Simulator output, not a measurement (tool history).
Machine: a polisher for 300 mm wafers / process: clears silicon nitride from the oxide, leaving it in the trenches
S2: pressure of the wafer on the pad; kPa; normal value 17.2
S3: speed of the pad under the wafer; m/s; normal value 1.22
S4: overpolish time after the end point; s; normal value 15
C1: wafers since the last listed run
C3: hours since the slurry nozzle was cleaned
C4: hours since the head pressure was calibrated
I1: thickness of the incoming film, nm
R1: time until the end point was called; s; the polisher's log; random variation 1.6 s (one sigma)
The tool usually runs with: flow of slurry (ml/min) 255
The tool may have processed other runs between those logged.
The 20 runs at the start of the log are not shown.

run 21 day=44.171 | flow_of_slurry_(ml/min)=255 S2=17.2 S3=1.6 S4=23 | C1=278 wafers_polished_on_this_pad=1251 C3=260.8 C4=849.5 | I1=111.4 | R1=110.5
run 22 day=46.238 | flow_of_slurry_(ml/min)=340 S2=22.8 S3=1.22 S4=15 | C1=358 wafers_polished_on_this_pad=1610 C3=310.4 C4=899.1 | I1=109.5 | R1=99.4
-- day=51.775 head pressure recalibrated
run 23 day=54.225 | flow_of_slurry_(ml/min)=255 S2=13.8 S3=1.36 S4=12 | C1=1371 wafers_polished_on_this_pad=2981 C3=502.1 C4=58.8 | I1=109.8 | R1=163.7
-- day=54.933 worn pad replaced by a new one
run 24 day=57.15 | flow_of_slurry_(ml/min)=255 S2=17.2 S3=1.22 S4=15 | C1=478 wafers_polished_on_this_pad=384 C3=572.3 C4=129 | I1=109.9 | R1=129.9
run 25 day=60.038 | flow_of_slurry_(ml/min)=190 S2=17.2 S3=1.22 S4=20 | C1=500 wafers_polished_on_this_pad=885 C3=641.6 C4=198.3 | I1=110.4 | R1=141.1
-- day=61.404 slurry nozzle cleaned
run 26 day=62.012 | flow_of_slurry_(ml/min)=255 S2=17.2 S3=1.22 S4=15 | C1=335 wafers_polished_on_this_pad=1220 C3=14.6 C4=245.7 | I1=110.8 | R1=137.8
run 27 day=63.121 | flow_of_slurry_(ml/min)=255 S2=17.2 S3=1.22 S4=15 | C1=192 wafers_polished_on_this_pad=1412 C3=41.2 C4=272.3 | I1=111.4 | R1=141.2
run 28 day=64.538 | flow_of_slurry_(ml/min)=340 S2=13.8 S3=1.38 S4=20 | C1=245 wafers_polished_on_this_pad=1658 C3=75.2 C4=306.3 | I1=108.3 | R1=150.2
run 29 day=66.775 | flow_of_slurry_(ml/min)=255 S2=17.2 S3=1.22 S4=8 | C1=388 wafers_polished_on_this_pad=2046 C3=128.9 C4=360 | I1=109.1 | R1=138.4
-- day=68.829 worn pad replaced by a new one
run 30 day=72.671 | flow_of_slurry_(ml/min)=280 S2=20.7 S3=1.48 S4=7 | C1=993 wafers_polished_on_this_pad=666 C3=270.4 C4=501.5 | I1=111 | R1=97
run 31 day=74.446 | flow_of_slurry_(ml/min)=255 S2=20.7 S3=1.5 S4=10 | C1=307 wafers_polished_on_this_pad=974 C3=313 C4=544.1 | I1=110 | R1=95.5
run 32 day=77.175 | flow_of_slurry_(ml/min)=205 S2=12.4 S3=1.06 S4=9 | C1=473 wafers_polished_on_this_pad=1447 C3=378.5 C4=609.6 | I1=110.6 | R1=214.5
run 33 day=78.575 | flow_of_slurry_(ml/min)=255 S2=17.2 S3=1.22 S4=18 | C1=242 wafers_polished_on_this_pad=1690 C3=412.1 C4=643.2 | I1=108.5 | R1=139.1
run 34 day=80.446 | flow_of_slurry_(ml/min)=170 S2=17.2 S3=1.22 S4=15 | C1=324 wafers_polished_on_this_pad=2014 C3=457 C4=688.1 | I1=111.4 | R1=152
run 35 day=81.642 | flow_of_slurry_(ml/min)=290 S2=17.2 S3=1.22 S4=15 | C1=207 wafers_polished_on_this_pad=2222 C3=485.7 C4=716.8 | I1=109.5 | R1=137.5

Forecast each of these 4 alternatives for the next run:
run A day=81.662 | flow_of_slurry_(ml/min)=255 S2=17.2 S3=1.22 S4=15 | C1=3 wafers_polished_on_this_pad=2225 C3=486.2 C4=717.3 | I1=109.9 | R1=?
run B day=81.662 | flow_of_slurry_(ml/min)=325 S2=17.2 S3=1.22 S4=15 | C1=3 wafers_polished_on_this_pad=2225 C3=486.2 C4=717.3 | I1=109.9 | R1=?
run C day=81.662 | flow_of_slurry_(ml/min)=255 S2=17.2 S3=1.22 S4=22 | C1=3 wafers_polished_on_this_pad=2225 C3=486.2 C4=717.3 | I1=109.9 | R1=?
run D day=81.662 | flow_of_slurry_(ml/min)=205 S2=11.7 S3=0.86 S4=15 | C1=3 wafers_polished_on_this_pad=2225 C3=486.2 C4=717.3 | I1=109.9 | R1=?

run=A R1=137.5
run=B R1=134.2
run=C R1=137.5
run=D R1=267.4
Had the tool no hidden state, the same runs would have come out as:
run=A R1=121.3
run=B R1=118.4
run=C R1=121.3
run=D R1=236

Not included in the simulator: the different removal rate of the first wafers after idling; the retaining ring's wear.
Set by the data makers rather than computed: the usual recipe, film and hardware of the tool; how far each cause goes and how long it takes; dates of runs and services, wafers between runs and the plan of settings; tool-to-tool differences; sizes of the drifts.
